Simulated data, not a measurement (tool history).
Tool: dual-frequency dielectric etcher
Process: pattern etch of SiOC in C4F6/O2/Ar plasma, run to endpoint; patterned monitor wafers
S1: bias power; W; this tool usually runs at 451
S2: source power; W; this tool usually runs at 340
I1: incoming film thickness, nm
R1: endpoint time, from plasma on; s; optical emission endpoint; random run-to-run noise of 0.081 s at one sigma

run,hour,S1,S2,I1,R1
1,0.0,451,280,34.50,14.3
2,34.7,451,280,34.72,14.4
3,65.7,451,280,34.54,14.4
4,100.2,451,340,34.42,13.6
5,126.2,451,340,34.43,13.4
6,153.3,451,340,34.68,13.5
# hour 189.7: wet clean of the chamber
# hour 204.6: upper electrode replaced
7,205.1,451,340,34.76,14.0
8,210.2,451,290,34.83,14.7
9,229.2,451,340,34.30,13.9
10,259.9,549,300,34.71,13.5
# hour 279.4: bias power generator calibrated
11,279.9,556,340,35.01,13.1
# hour 284.3: source power generator calibrated
12,295.4,509,340,34.68,13.3
13,316.6,407,340,34.60,14.3
14,334.3,545,380,34.71,12.7
15,356.4,406,270,34.71,15.4

Forecast each of these 3 alternatives for the next run:
A,356.8,451,320,34.54,?
B,356.8,416,360,34.54,?
C,356.8,451,370,34.54,?

run,R1
A,14.0
B,13.8
C,13.4
Had the tool no hidden state, the same runs would have come out as:
run,R1
A,14.2
B,14.0
C,13.5

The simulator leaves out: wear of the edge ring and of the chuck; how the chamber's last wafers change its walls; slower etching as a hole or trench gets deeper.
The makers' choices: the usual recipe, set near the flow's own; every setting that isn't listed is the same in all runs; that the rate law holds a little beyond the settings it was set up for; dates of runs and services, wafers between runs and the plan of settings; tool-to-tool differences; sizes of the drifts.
